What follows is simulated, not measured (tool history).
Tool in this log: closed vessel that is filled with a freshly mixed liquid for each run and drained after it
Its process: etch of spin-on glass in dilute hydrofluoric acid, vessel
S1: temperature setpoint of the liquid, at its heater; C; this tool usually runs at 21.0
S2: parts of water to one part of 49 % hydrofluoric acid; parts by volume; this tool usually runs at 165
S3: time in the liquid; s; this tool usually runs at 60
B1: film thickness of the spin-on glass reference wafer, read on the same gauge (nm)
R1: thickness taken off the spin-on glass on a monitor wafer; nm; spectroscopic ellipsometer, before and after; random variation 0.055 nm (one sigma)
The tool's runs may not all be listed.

run 1 hour=0.0 | S1=21.0 S2=215 S3=45 | B1=60.03 | R1=3.88
run 2 hour=33.8 | S1=21.0 S2=165 S3=60 | B1=59.98 | R1=7.13
run 3 hour=42.6 | S1=21.0 S2=165 S3=60 | B1=60.02 | R1=7.14
run 4 hour=54.0 | S1=21.0 S2=165 S3=60 | B1=60.01 | R1=7.04
run 5 hour=68.6 | S1=21.0 S2=165 S3=45 | B1=59.99 | R1=5.41
run 6 hour=82.8 | S1=21.0 S2=165 S3=45 | B1=60.04 | R1=5.41
run 7 hour=96.0 | S1=21.0 S2=165 S3=45 | B1=59.94 | R1=5.37
run 8 hour=103.9 | S1=21.0 S2=105 S3=60 | B1=60.03 | R1=11.96
run 9 hour=113.2 | S1=21.0 S2=165 S3=60 | B1=59.94 | R1=7.18
run 10 hour=126.9 | S1=21.0 S2=165 S3=60 | B1=59.98 | R1=7.21
-- hour=137.1 thermometer replaced
run 11 hour=138.1 | S1=21.0 S2=165 S3=60 | B1=60.02 | R1=7.87
run 12 hour=153.7 | S1=19.0 S2=165 S3=60 | B1=59.98 | R1=7.32
-- hour=163.7 hydrofluoric acid flow meter replaced
run 13 hour=170.4 | S1=19.0 S2=165 S3=60 | B1=59.98 | R1=6.34
run 14 hour=187.6 | S1=21.0 S2=165 S3=40 | B1=59.98 | R1=4.58
run 15 hour=205.0 | S1=21.0 S2=165 S3=40 | B1=59.97 | R1=4.57
run 16 hour=216.8 | S1=22.5 S2=165 S3=60 | B1=60.01 | R1=7.26
run 17 hour=232.8 | S1=17.0 S2=105 S3=90 | B1=59.96 | R1=14.51
-- hour=247.9 gauge calibrated
run 18 hour=249.2 | S1=21.0 S2=165 S3=60 | B1=59.98 | R1=7.04
run 19 hour=261.7 | S1=24.5 S2=105 S3=60 | B1=60.00 | R1=13.48
run 20 hour=279.6 | S1=21.0 S2=165 S3=30 | B1=60.01 | R1=3.47
run 21 hour=288.0 | S1=21.0 S2=140 S3=60 | B1=59.99 | R1=8.40
run 22 hour=299.7 | S1=21.0 S2=165 S3=60 | B1=60.07 | R1=6.88
run 23 hour=306.8 | S1=19.0 S2=165 S3=35 | B1=59.99 | R1=3.76
run 24 hour=319.3 | S1=21.0 S2=165 S3=60 | B1=59.96 | R1=6.90
run 25 hour=334.0 | S1=24.5 S2=105 S3=60 | B1=59.95 | R1=13.48
run 26 hour=346.1 | S1=18.0 S2=110 S3=85 | B1=60.01 | R1=13.76
run 27 hour=363.5 | S1=21.0 S2=165 S3=85 | B1=59.97 | R1=9.79
run 28 hour=377.0 | S1=17.0 S2=165 S3=85 | B1=60.04 | R1=8.58
run 29 hour=394.3 | S1=25.0 S2=200 S3=80 | B1=60.01 | R1=8.64
run 30 hour=404.4 | S1=21.0 S2=165 S3=60 | B1=60.02 | R1=6.96
run 31 hour=419.2 | S1=26.0 S2=200 S3=95 | B1=59.98 | R1=10.84
run 32 hour=431.5 | S1=18.0 S2=105 S3=60 | B1=59.98 | R1=10.40

Consider 5 possible next runs. They are alternatives, not a sequence: every one starts from the tool as it was left by run 32. What does each give?
run A hour=432.2 | S1=21.0 S2=165 S3=60 | B1=? | R1=?
run B hour=432.2 | S1=17.0 S2=165 S3=60 | B1=? | R1=?
run C hour=432.2 | S1=24.0 S2=110 S3=40 | B1=? | R1=?
run D hour=432.2 | S1=17.0 S2=165 S3=90 | B1=? | R1=?
run E hour=432.2 | S1=17.5 S2=165 S3=60 | B1=? | R1=?

run=A B1=59.98 R1=7.04
run=B B1=59.98 R1=5.99
run=C B1=59.98 R1=8.41
run=D B1=59.98 R1=8.99
run=E B1=59.98 R1=6.12
The same runs, with their run-to-run variation unchanged, on a tool lacking any hidden condition would have given:
run=A R1=6.95
run=B R1=5.93
run=C R1=8.32
run=D R1=8.89
run=E R1=6.05
